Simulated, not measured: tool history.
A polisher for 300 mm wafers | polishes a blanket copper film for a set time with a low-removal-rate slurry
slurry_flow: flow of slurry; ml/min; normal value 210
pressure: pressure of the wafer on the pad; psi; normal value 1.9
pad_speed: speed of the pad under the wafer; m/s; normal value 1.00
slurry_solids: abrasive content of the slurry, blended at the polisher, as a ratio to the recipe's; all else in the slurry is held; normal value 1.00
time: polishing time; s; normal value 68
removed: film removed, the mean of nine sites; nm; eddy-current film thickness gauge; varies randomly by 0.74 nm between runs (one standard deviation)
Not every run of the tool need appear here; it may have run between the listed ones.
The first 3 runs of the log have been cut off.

run   hour  slurry_flow  pressure  pad_speed  slurry_solids  time  wafers since the last listed run  wafers polished on this pad  hours since the slurry nozzle was cleaned  hours since the head pressure was calibrated  hours since the slurry blender was calibrated  incoming thickness of the incoming film, nm  removed
  4   58.3          210       1.9       1.00           1.00    68                               149                         1790                                      113.5                                          93.3                                           40.1                                       1267.8    105.6
  5   91.4          210       1.9       1.00           1.00    68                               402                         2192                                      146.6                                         126.4                                           73.2                                       1305.2    105.5
  6  120.1          210       1.9       0.66           1.00    68                               348                         2541                                      175.3                                         155.1                                          101.9                                       1292.7     70.0
     131.9  -- worn pad replaced by a new one
  7  145.4          210       1.9       1.00           1.00    68                               258                          163                                      200.6                                         180.4                                          127.2                                       1295.2    103.9
  8  159.2          210       1.9       1.00           1.00    68                               167                          331                                      214.4                                         194.2                                          141.0                                       1297.3    104.4
  9  190.2          210       2.3       1.00           1.00    68                               376                          708                                      245.4                                         225.2                                          172.0                                       1296.5    117.6
 10  203.7          210       1.9       1.00           1.00    68                               164                          872                                      258.9                                         238.7                                          185.5                                       1298.6    102.5
     231.9  -- slurry blender recalibrated
 11  251.9          210       1.9       1.00           1.00    68                               561                         1433                                      307.1                                         286.9                                           20.0                                       1274.1    100.8
     271.9  -- slurry nozzle cleaned
 12  272.4          210       1.9       1.00           0.75    84                               236                         1670                                        0.5                                         307.4                                           40.5                                       1300.4    120.0
 13  289.2          210       1.9       1.00           1.10    68                               204                         1874                                       17.3                                         324.2                                           57.3                                       1310.2    111.8
 14  322.2          210       1.9       0.90           1.15    87                               400                         2275                                       50.3                                         357.2                                           90.3                                       1283.4    128.5
 15  356.0          210       1.9       1.00           1.00    68                               410                         2686                                       84.1                                         391.0                                          124.1                                       1271.5    106.0
     363.0  -- worn pad replaced by a new one
 16  390.3          210       1.5       1.00           1.25    49                               368                          331                                      118.4                                         425.3                                          158.4                                       1307.0     70.6
 17  413.6          135       2.3       1.00           1.00    68                               283                          614                                      141.7                                         448.6                                          181.7                                       1279.3    109.1
     434.0  -- head pressure recalibrated
 18  440.1          160       1.9       1.10           0.75    68                               297                          912                                      168.2                                           6.1                                          208.2                                       1278.4     97.2
 19  460.4          210       2.4       1.00           1.00    68                               246                         1158                                      188.5                                          26.4                                          228.5                                       1281.3    122.0
 20  477.3          210       1.9       1.00           1.00    68                               205                         1363                                      205.4                                          43.3                                          245.4                                       1298.4    102.3
     489.6  -- slurry blender recalibrated
 21  490.1          265       1.9       0.74           1.00    68                               131                         1495                                      218.2                                          56.1                                            0.5                                       1278.0     78.0
 22  525.0          210       1.9       1.00           1.00    68                               423                         1919                                      253.1                                          91.0                                           35.4                                       1297.1    100.8
 23  550.6          210       2.3       1.00           1.00    57                               311                         2230                                      278.7                                         116.6                                           61.0                                       1272.6     95.6
 24  578.2          145       1.9       1.00           0.85    68                               335                         2565                                      306.3                                         144.2                                           88.6                                       1291.5     84.6
     593.4  -- slurry nozzle cleaned
 25  602.9          210       1.4       0.64           0.75    48                               287                         2853                                        9.5                                         168.9                                          113.3                                       1293.7     36.7

Forecast run 26:
     615.8  -- worn pad replaced by a new one
 26  617.2          235       1.9       0.70           1.20    68                               125                           17                                       23.8                                         183.2                                          127.6                                       1285.8        ?

removed: 80.2 nm
With no hidden state in the tool, this same run would have given removed 80.5 nm.
